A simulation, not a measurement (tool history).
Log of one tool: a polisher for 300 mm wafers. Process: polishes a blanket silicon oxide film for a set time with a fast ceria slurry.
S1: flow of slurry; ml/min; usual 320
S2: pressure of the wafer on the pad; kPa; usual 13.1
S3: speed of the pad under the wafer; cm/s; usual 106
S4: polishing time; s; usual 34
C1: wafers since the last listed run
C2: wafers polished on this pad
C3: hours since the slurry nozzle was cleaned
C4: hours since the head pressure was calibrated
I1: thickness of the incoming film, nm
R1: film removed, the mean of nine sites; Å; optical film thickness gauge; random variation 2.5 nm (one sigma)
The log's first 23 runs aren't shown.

{"run": 24, "day": 28.804, "S1": 275, "S2": 17.9, "S3": 106, "S4": 26, "C1": 362, "C2": 736, "C3": 337.9, "C4": 1056.5, "I1": 3077.7, "R1": 4173}
{"run": 25, "day": 29.904, "S1": 320, "S2": 11, "S3": 138, "S4": 28, "C1": 351, "C2": 1088, "C3": 364.3, "C4": 1082.9, "I1": 3102.3, "R1": 3479}
{"run": 26, "day": 31.021, "S1": 320, "S2": 9, "S3": 106, "S4": 34, "C1": 356, "C2": 1444, "C3": 391.1, "C4": 1109.7, "I1": 3084.8, "R1": 2789}
{"run": 27, "day": 32.5, "S1": 235, "S2": 13.1, "S3": 106, "S4": 34, "C1": 472, "C2": 1917, "C3": 426.6, "C4": 1145.2, "I1": 3087.2, "R1": 3979}
{"run": 28, "day": 33.012, "S1": 275, "S2": 17.2, "S3": 106, "S4": 34, "C1": 163, "C2": 2081, "C3": 438.9, "C4": 1157.5, "I1": 3054.3, "R1": 5229}
{"run": 29, "day": 34.117, "S1": 360, "S2": 15.9, "S3": 106, "S4": 38, "C1": 352, "C2": 2434, "C3": 465.4, "C4": 1184, "I1": 3096.9, "R1": 5568}
{"day": 34.692, "done": "head pressure recalibrated"}
{"run": 30, "day": 34.779, "S1": 320, "S2": 13.1, "S3": 106, "S4": 34, "C1": 185, "C2": 2619, "C3": 481.3, "C4": 2.1, "I1": 3102.1, "R1": 3738}
{"day": 37.058, "done": "worn pad replaced by a new one"}
{"run": 31, "day": 38.746, "S1": 320, "S2": 11, "S3": 106, "S4": 34, "C1": 1214, "C2": 539, "C3": 576.5, "C4": 97.3, "I1": 3116, "R1": 3120}
{"run": 32, "day": 39.812, "S1": 320, "S2": 13.1, "S3": 106, "S4": 27, "C1": 340, "C2": 880, "C3": 602.1, "C4": 122.9, "I1": 3062.4, "R1": 2969}
{"run": 33, "day": 40.4, "S1": 395, "S2": 16.5, "S3": 132, "S4": 22, "C1": 187, "C2": 1067, "C3": 616.2, "C4": 137, "I1": 3093, "R1": 3691}
{"run": 34, "day": 41.062, "S1": 375, "S2": 17.2, "S3": 106, "S4": 41, "C1": 211, "C2": 1279, "C3": 632.1, "C4": 152.9, "I1": 3113.9, "R1": 5963}
{"run": 35, "day": 41.867, "S1": 320, "S2": 15.2, "S3": 106, "S4": 34, "C1": 256, "C2": 1536, "C3": 651.4, "C4": 172.2, "I1": 3059.3, "R1": 4397}
{"run": 36, "day": 43.062, "S1": 425, "S2": 9.7, "S3": 80, "S4": 34, "C1": 382, "C2": 1918, "C3": 680.1, "C4": 200.9, "I1": 3099.4, "R1": 2291}
{"run": 37, "day": 44.25, "S1": 320, "S2": 14.5, "S3": 86, "S4": 34, "C1": 379, "C2": 2298, "C3": 708.6, "C4": 229.4, "I1": 3079.1, "R1": 3530}

Forecast each of these 4 alternatives for the next run:
{"run": "A", "day": 44.267, "S1": 320, "S2": 15.9, "S3": 106, "S4": 34, "C1": 5, "C2": 2303, "C3": 709, "C4": 229.8, "I1": 3079.4, "R1": "?"}
{"run": "B", "day": 44.267, "S1": 355, "S2": 13.1, "S3": 106, "S4": 43, "C1": 5, "C2": 2303, "C3": 709, "C4": 229.8, "I1": 3079.4, "R1": "?"}
{"run": "C", "day": 44.267, "S1": 370, "S2": 14.5, "S3": 106, "S4": 45, "C1": 5, "C2": 2303, "C3": 709, "C4": 229.8, "I1": 3079.4, "R1": "?"}
{"run": "D", "day": 44.267, "S1": 380, "S2": 16.5, "S3": 84, "S4": 34, "C1": 5, "C2": 2303, "C3": 709, "C4": 229.8, "I1": 3079.4, "R1": "?"}

run=A R1=4568
run=B R1=4800
run=C R1=5565
run=D R1=4039
Without the tool's hidden state the same runs would have given:
run=A R1=4482
run=B R1=4710
run=C R1=5460
run=D R1=3963

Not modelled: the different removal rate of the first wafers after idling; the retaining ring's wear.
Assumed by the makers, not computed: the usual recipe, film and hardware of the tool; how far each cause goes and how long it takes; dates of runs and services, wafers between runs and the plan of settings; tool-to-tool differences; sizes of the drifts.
